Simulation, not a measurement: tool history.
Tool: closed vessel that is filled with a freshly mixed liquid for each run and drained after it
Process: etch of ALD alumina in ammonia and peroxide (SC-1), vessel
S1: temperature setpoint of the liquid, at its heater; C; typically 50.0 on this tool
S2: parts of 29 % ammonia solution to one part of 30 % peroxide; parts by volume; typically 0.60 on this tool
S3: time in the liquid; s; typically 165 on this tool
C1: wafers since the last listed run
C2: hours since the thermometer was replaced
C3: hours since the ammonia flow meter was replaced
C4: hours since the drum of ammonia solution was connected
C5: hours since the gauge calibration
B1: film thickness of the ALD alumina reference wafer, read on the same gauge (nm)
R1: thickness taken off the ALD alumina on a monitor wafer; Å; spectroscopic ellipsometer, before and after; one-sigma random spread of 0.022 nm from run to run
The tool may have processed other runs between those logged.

run 1 hour=0.0 | S1=50.0 S2=0.60 S3=165 | C1=0 C2=1447.7 C3=828.5 C4=509.3 C5=1350.5 | B1=40.01 | R1=67.4
-- hour=173.9 new drum of ammonia solution connected
run 2 hour=179.3 | S1=50.0 S2=0.60 S3=165 | C1=15059 C2=1627.0 C3=1007.8 C4=5.4 C5=1529.8 | B1=39.99 | R1=68.0
run 3 hour=220.6 | S1=50.0 S2=0.60 S3=165 | C1=3488 C2=1668.3 C3=1049.1 C4=46.7 C5=1571.1 | B1=39.99 | R1=68.2
run 4 hour=288.6 | S1=50.0 S2=0.60 S3=165 | C1=5743 C2=1736.3 C3=1117.1 C4=114.7 C5=1639.1 | B1=39.99 | R1=67.9
run 5 hour=337.5 | S1=50.0 S2=0.60 S3=165 | C1=4130 C2=1785.2 C3=1166.0 C4=163.6 C5=1688.0 | B1=39.99 | R1=67.8
run 6 hour=364.1 | S1=50.0 S2=0.60 S3=165 | C1=2246 C2=1811.8 C3=1192.6 C4=190.2 C5=1714.6 | B1=39.99 | R1=67.4
run 7 hour=406.6 | S1=50.0 S2=0.60 S3=165 | C1=3589 C2=1854.3 C3=1235.1 C4=232.7 C5=1757.1 | B1=39.99 | R1=67.6
run 8 hour=454.7 | S1=54.0 S2=0.60 S3=165 | C1=4062 C2=1902.4 C3=1283.2 C4=280.8 C5=1805.2 | B1=40.00 | R1=84.2
run 9 hour=510.7 | S1=59.5 S2=0.70 S3=165 | C1=4729 C2=1958.4 C3=1339.2 C4=336.8 C5=1861.2 | B1=40.01 | R1=114.1
run 10 hour=562.6 | S1=50.0 S2=0.60 S3=165 | C1=4383 C2=2010.3 C3=1391.1 C4=388.7 C5=1913.1 | B1=40.00 | R1=67.7
-- hour=639.9 thermometer replaced
run 11 hour=703.5 | S1=44.0 S2=0.50 S3=165 | C1=11816 C2=63.6 C3=1532.0 C4=529.6 C5=2054.0 | B1=40.01 | R1=47.3
-- hour=714.3 gauge calibrated
-- hour=750.4 ammonia flow meter replaced
run 12 hour=767.9 | S1=50.0 S2=0.60 S3=90 | C1=5354 C2=128.0 C3=17.5 C4=594.0 C5=53.6 | B1=39.99 | R1=36.7
run 13 hour=815.7 | S1=57.5 S2=0.85 S3=190 | C1=4037 C2=175.8 C3=65.3 C4=641.8 C5=101.4 | B1=39.99 | R1=119.5
-- hour=998.9 new drum of ammonia solution connected
run 14 hour=1024.9 | S1=50.0 S2=0.50 S3=165 | C1=17585 C2=385.0 C3=274.5 C4=26.0 C5=310.6 | B1=40.01 | R1=66.7
run 15 hour=1064.2 | S1=50.0 S2=0.60 S3=165 | C1=3319 C2=424.3 C3=313.8 C4=65.3 C5=349.9 | B1=40.00 | R1=67.9
run 16 hour=1127.9 | S1=44.0 S2=0.60 S3=195 | C1=5380 C2=488.0 C3=377.5 C4=129.0 C5=413.6 | B1=40.00 | R1=57.2
run 17 hour=1176.9 | S1=50.0 S2=0.85 S3=115 | C1=4138 C2=537.0 C3=426.5 C4=178.0 C5=462.6 | B1=40.00 | R1=48.4
run 18 hour=1235.9 | S1=45.5 S2=0.75 S3=80 | C1=4983 C2=596.0 C3=485.5 C4=237.0 C5=521.6 | B1=40.00 | R1=26.2
run 19 hour=1294.6 | S1=50.0 S2=0.40 S3=165 | C1=4957 C2=654.7 C3=544.2 C4=295.7 C5=580.3 | B1=40.00 | R1=65.1
run 20 hour=1329.9 | S1=40.0 S2=0.85 S3=165 | C1=2981 C2=690.0 C3=579.5 C4=331.0 C5=615.6 | B1=40.01 | R1=39.4
run 21 hour=1395.2 | S1=50.0 S2=0.60 S3=165 | C1=5515 C2=755.3 C3=644.8 C4=396.3 C5=680.9 | B1=39.99 | R1=67.3
run 22 hour=1455.4 | S1=50.0 S2=0.60 S3=165 | C1=5084 C2=815.5 C3=705.0 C4=456.5 C5=741.1 | B1=39.99 | R1=67.2
run 23 hour=1495.5 | S1=50.0 S2=0.60 S3=165 | C1=3386 C2=855.6 C3=745.1 C4=496.6 C5=781.2 | B1=40.00 | R1=67.5
run 24 hour=1565.1 | S1=50.0 S2=0.60 S3=165 | C1=5878 C2=925.2 C3=814.7 C4=566.2 C5=850.8 | B1=40.01 | R1=67.1
run 25 hour=1629.1 | S1=50.0 S2=0.45 S3=165 | C1=5405 C2=989.2 C3=878.7 C4=630.2 C5=914.8 | B1=39.99 | R1=65.3
run 26 hour=1673.2 | S1=50.0 S2=0.60 S3=165 | C1=3724 C2=1033.3 C3=922.8 C4=674.3 C5=958.9 | B1=39.99 | R1=67.2
run 27 hour=1725.4 | S1=50.0 S2=0.75 S3=165 | C1=4408 C2=1085.5 C3=975.0 C4=726.5 C5=1011.1 | B1=39.99 | R1=67.9
-- hour=1746.3 new drum of ammonia solution connected
run 28 hour=1772.1 | S1=46.5 S2=0.60 S3=245 | C1=3859 C2=1132.2 C3=1021.7 C4=25.8 C5=1057.8 | B1=39.99 | R1=83.2
run 29 hour=1843.3 | S1=50.0 S2=0.35 S3=165 | C1=6013 C2=1203.4 C3=1092.9 C4=97.0 C5=1129.0 | B1=40.03 | R1=64.7

Selected run-to-run steps in R1, each split into two signed amounts: the part the tool would show with no hidden state at all (from settings, incoming material and random variation), and the remainder, which goes to the hidden state together with any gauge scatter not common to the measured and the hidden-state-free results:
The tool's hidden condition here consists of: liquid hotter than its thermometer reads (K); ammonia flow below the setpoint (%); ammonia solution weaker than its label (%); gauge reads high (%).
Run 12 -> 13: S1 50.0 -> 57.5, S2 0.60 -> 0.85, S3 90 -> 190. R1 +82.8 Å: hidden state -1.0, all else +83.8.
Run 13 -> 14: S1 57.5 -> 50.0, S2 0.85 -> 0.50, S3 190 -> 165, new drum of ammonia solution connected. R1 -52.8 Å: hidden state +1.2, all else -54.0.
